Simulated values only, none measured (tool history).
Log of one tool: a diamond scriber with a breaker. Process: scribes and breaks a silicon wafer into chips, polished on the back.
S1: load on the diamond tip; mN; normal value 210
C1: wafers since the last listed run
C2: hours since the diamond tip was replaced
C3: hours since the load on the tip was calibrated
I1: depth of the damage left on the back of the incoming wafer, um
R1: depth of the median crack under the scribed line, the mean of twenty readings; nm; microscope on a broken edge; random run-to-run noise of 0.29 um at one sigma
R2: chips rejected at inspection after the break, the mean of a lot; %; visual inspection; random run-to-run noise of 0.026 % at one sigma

run 1 hour=0.0 | S1=210 | C1=0 C2=414.9 C3=1519.3 | I1=0.03 | R1=13270 R2=1.22
run 2 hour=15.6 | S1=210 | C1=61 C2=430.5 C3=1534.9 | I1=0.05 | R1=13920 R2=1.32
run 3 hour=44.3 | S1=210 | C1=112 C2=459.2 C3=1563.6 | I1=0.02 | R1=13750 R2=1.51
run 4 hour=74.3 | S1=225 | C1=118 C2=489.2 C3=1593.6 | I1=0.04 | R1=13850 R2=1.01
run 5 hour=95.7 | S1=210 | C1=84 C2=510.6 C3=1615.0 | I1=0.04 | R1=13080 R2=1.88
run 6 hour=128.4 | S1=210 | C1=128 C2=543.3 C3=1647.7 | I1=0.04 | R1=13080 R2=2.02
run 7 hour=155.5 | S1=210 | C1=106 C2=570.4 C3=1674.8 | I1=0.03 | R1=13560 R2=2.38
run 8 hour=168.2 | S1=210 | C1=49 C2=583.1 C3=1687.5 | I1=0.01 | R1=13030 R2=2.49
run 9 hour=193.8 | S1=210 | C1=100 C2=608.7 C3=1713.1 | I1=0.01 | R1=12670 R2=2.82
run 10 hour=215.2 | S1=210 | C1=84 C2=630.1 C3=1734.5 | I1=0.04 | R1=12840 R2=2.99
run 11 hour=227.3 | S1=210 | C1=47 C2=642.2 C3=1746.6 | I1=0.03 | R1=12540 R2=3.40
-- hour=245.6 diamond tip replaced by a new one
run 12 hour=246.1 | S1=210 | C1=66 C2=0.5 C3=1765.4 | I1=0.01 | R1=11180 R2=7.90
run 13 hour=262.7 | S1=210 | C1=65 C2=17.1 C3=1782.0 | I1=0.04 | R1=11670 R2=7.44
run 14 hour=295.3 | S1=210 | C1=128 C2=49.7 C3=1814.6 | I1=0.03 | R1=11550 R2=7.47
run 15 hour=325.3 | S1=250 | C1=118 C2=79.7 C3=1844.6 | I1=0.03 | R1=12790 R2=3.18
run 16 hour=423.2 | S1=250 | C1=385 C2=177.6 C3=1942.5 | I1=0.03 | R1=12580 R2=3.50
run 17 hour=447.0 | S1=250 | C1=93 C2=201.4 C3=1966.3 | I1=0.02 | R1=12890 R2=3.53
-- hour=463.4 diamond tip replaced by a new one, repeated, since the last time left the tool worse
run 18 hour=463.9 | S1=210 | C1=58 C2=0.5 C3=1983.2 | I1=0.02 | R1=14320 R2=0.72
run 19 hour=476.5 | S1=190 | C1=49 C2=13.1 C3=1995.8 | I1=0.03 | R1=14000 R2=1.32
run 20 hour=499.6 | S1=190 | C1=90 C2=36.2 C3=2018.9 | I1=0.05 | R1=13770 R2=1.32
-- hour=518.4 load on the tip recalibrated
run 21 hour=522.2 | S1=159 | C1=81 C2=58.8 C3=3.8 | I1=0.02 | R1=12270 R2=4.44
run 22 hour=553.3 | S1=151 | C1=122 C2=89.9 C3=34.9 | I1=0.02 | R1=11900 R2=5.27
run 23 hour=587.3 | S1=210 | C1=133 C2=123.9 C3=68.9 | I1=0.02 | R1=14570 R2=0.74
run 24 hour=621.4 | S1=210 | C1=134 C2=158.0 C3=103.0 | I1=0.03 | R1=14430 R2=0.75

Run 25 comes next. What will it give?
run 25 hour=676.2 | S1=210 | C1=215 C2=212.8 C3=157.8 | I1=0.02 | R1=? R2=?

Logged for run 25: R1 14390 nm, R2 0.84 %.
With the hidden condition absent and the run-to-run variation left alone, this run would have shown R1 14760 nm, R2 0.76 %.
